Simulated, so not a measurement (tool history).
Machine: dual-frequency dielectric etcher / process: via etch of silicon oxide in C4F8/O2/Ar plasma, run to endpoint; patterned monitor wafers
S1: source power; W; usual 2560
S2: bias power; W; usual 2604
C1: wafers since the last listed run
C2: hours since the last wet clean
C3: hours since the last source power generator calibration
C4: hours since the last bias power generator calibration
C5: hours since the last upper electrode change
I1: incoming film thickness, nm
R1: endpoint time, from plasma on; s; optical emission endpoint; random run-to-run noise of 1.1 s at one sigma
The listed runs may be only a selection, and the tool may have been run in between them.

{"run": 1, "hour": 0.0, "S1": 2930, "S2": 2815, "C1": 0, "C2": 364.4, "C3": 4179.3, "C4": 2680.2, "C5": 2367.4, "I1": 1474.0, "R1": 231.2}
{"run": 2, "hour": 17.6, "S1": 2930, "S2": 2815, "C1": 94, "C2": 382.0, "C3": 4196.9, "C4": 2697.8, "C5": 2385.0, "I1": 1503.8, "R1": 238.8}
{"run": 3, "hour": 29.8, "S1": 2930, "S2": 2815, "C1": 65, "C2": 394.2, "C3": 4209.1, "C4": 2710.0, "C5": 2397.2, "I1": 1481.4, "R1": 234.9}
{"run": 4, "hour": 39.7, "S1": 2560, "S2": 2252, "C1": 53, "C2": 404.1, "C3": 4219.0, "C4": 2719.9, "C5": 2407.1, "I1": 1472.2, "R1": 266.2}
{"run": 5, "hour": 50.0, "S1": 3010, "S2": 2604, "C1": 55, "C2": 414.4, "C3": 4229.3, "C4": 2730.2, "C5": 2417.4, "I1": 1486.1, "R1": 241.7}
{"run": 6, "hour": 66.3, "S1": 3010, "S2": 2604, "C1": 87, "C2": 430.7, "C3": 4245.6, "C4": 2746.5, "C5": 2433.7, "I1": 1490.2, "R1": 241.8}
{"run": 7, "hour": 78.8, "S1": 3010, "S2": 2604, "C1": 67, "C2": 443.2, "C3": 4258.1, "C4": 2759.0, "C5": 2446.2, "I1": 1483.6, "R1": 238.3}
{"hour": 104.4, "done": "bias power generator calibrated"}
{"hour": 109.1, "done": "wet clean of the chamber"}
{"run": 8, "hour": 109.6, "S1": 2300, "S2": 2604, "C1": 118, "C2": 0.5, "C3": 4288.9, "C4": 5.2, "C5": 2477.0, "I1": 1500.4, "R1": 245.8}
{"run": 9, "hour": 110.0, "S1": 2560, "S2": 2899, "C1": 2, "C2": 0.9, "C3": 4289.3, "C4": 5.6, "C5": 2477.4, "I1": 1495.3, "R1": 227.6}
{"run": 10, "hour": 125.3, "S1": 2560, "S2": 2899, "C1": 82, "C2": 16.2, "C3": 4304.6, "C4": 20.9, "C5": 2492.7, "I1": 1488.6, "R1": 226.9}
{"hour": 153.9, "done": "wet clean of the chamber, repeated, since the last time left the tool worse"}
{"run": 11, "hour": 154.4, "S1": 2560, "S2": 2604, "C1": 27, "C2": 0.5, "C3": 4333.7, "C4": 50.0, "C5": 2521.8, "I1": 1499.5, "R1": 251.3}
{"run": 12, "hour": 154.8, "S1": 2820, "S2": 3012, "C1": 2, "C2": 0.9, "C3": 4334.1, "C4": 50.4, "C5": 2522.2, "I1": 1478.7, "R1": 224.3}
{"run": 13, "hour": 158.5, "S1": 1970, "S2": 2053, "C1": 19, "C2": 4.6, "C3": 4337.8, "C4": 54.1, "C5": 2525.9, "I1": 1489.9, "R1": 304.8}
{"run": 14, "hour": 175.5, "S1": 2340, "S2": 1979, "C1": 91, "C2": 21.6, "C3": 4354.8, "C4": 71.1, "C5": 2542.9, "I1": 1492.2, "R1": 286.3}
{"hour": 200.8, "done": "upper electrode replaced"}
{"run": 15, "hour": 201.3, "S1": 2990, "S2": 3014, "C1": 9, "C2": 47.4, "C3": 4380.6, "C4": 96.9, "C5": 0.5, "I1": 1503.5, "R1": 225.5}
{"run": 16, "hour": 201.7, "S1": 2400, "S2": 2604, "C1": 2, "C2": 47.8, "C3": 4381.0, "C4": 97.3, "C5": 0.9, "I1": 1494.0, "R1": 255.4}
{"run": 17, "hour": 211.9, "S1": 3120, "S2": 2954, "C1": 54, "C2": 58.0, "C3": 4391.2, "C4": 107.5, "C5": 11.1, "I1": 1488.5, "R1": 221.0}
{"run": 18, "hour": 223.2, "S1": 2080, "S2": 2039, "C1": 60, "C2": 69.3, "C3": 4402.5, "C4": 118.8, "C5": 22.4, "I1": 1493.6, "R1": 298.5}
{"run": 19, "hour": 229.4, "S1": 2560, "S2": 2604, "C1": 33, "C2": 75.5, "C3": 4408.7, "C4": 125.0, "C5": 28.6, "I1": 1484.4, "R1": 248.9}
{"hour": 235.0, "done": "source power generator calibrated"}
{"run": 20, "hour": 253.1, "S1": 2560, "S2": 2604, "C1": 106, "C2": 99.2, "C3": 18.1, "C4": 148.7, "C5": 52.3, "I1": 1498.3, "R1": 251.9}
{"run": 21, "hour": 265.5, "S1": 2560, "S2": 2604, "C1": 66, "C2": 111.6, "C3": 30.5, "C4": 161.1, "C5": 64.7, "I1": 1492.3, "R1": 251.7}
{"run": 22, "hour": 275.5, "S1": 1980, "S2": 3080, "C1": 53, "C2": 121.6, "C3": 40.5, "C4": 171.1, "C5": 74.7, "I1": 1490.5, "R1": 258.8}
{"run": 23, "hour": 292.4, "S1": 3030, "S2": 2604, "C1": 90, "C2": 138.5, "C3": 57.4, "C4": 188.0, "C5": 91.6, "I1": 1485.2, "R1": 233.2}
{"run": 24, "hour": 300.1, "S1": 2790, "S2": 3003, "C1": 41, "C2": 146.2, "C3": 65.1, "C4": 195.7, "C5": 99.3, "I1": 1495.1, "R1": 230.0}

What if the next run were any one of these 3? Each begins from the tool's condition after run 24:
{"run": "A", "hour": 300.6, "S1": 2310, "S2": 2604, "C1": 2, "C2": 146.7, "C3": 65.6, "C4": 196.2, "C5": 99.8, "I1": 1493.7, "R1": "?"}
{"run": "B", "hour": 300.6, "S1": 2040, "S2": 2424, "C1": 2, "C2": 146.7, "C3": 65.6, "C4": 196.2, "C5": 99.8, "I1": 1493.7, "R1": "?"}
{"run": "C", "hour": 300.6, "S1": 2340, "S2": 1958, "C1": 2, "C2": 146.7, "C3": 65.6, "C4": 196.2, "C5": 99.8, "I1": 1493.7, "R1": "?"}

run=A R1=262.0
run=B R1=282.3
run=C R1=291.3
What these runs would have given with no unlogged condition in the tool:
run=A R1=259.6
run=B R1=279.7
run=C R1=288.6

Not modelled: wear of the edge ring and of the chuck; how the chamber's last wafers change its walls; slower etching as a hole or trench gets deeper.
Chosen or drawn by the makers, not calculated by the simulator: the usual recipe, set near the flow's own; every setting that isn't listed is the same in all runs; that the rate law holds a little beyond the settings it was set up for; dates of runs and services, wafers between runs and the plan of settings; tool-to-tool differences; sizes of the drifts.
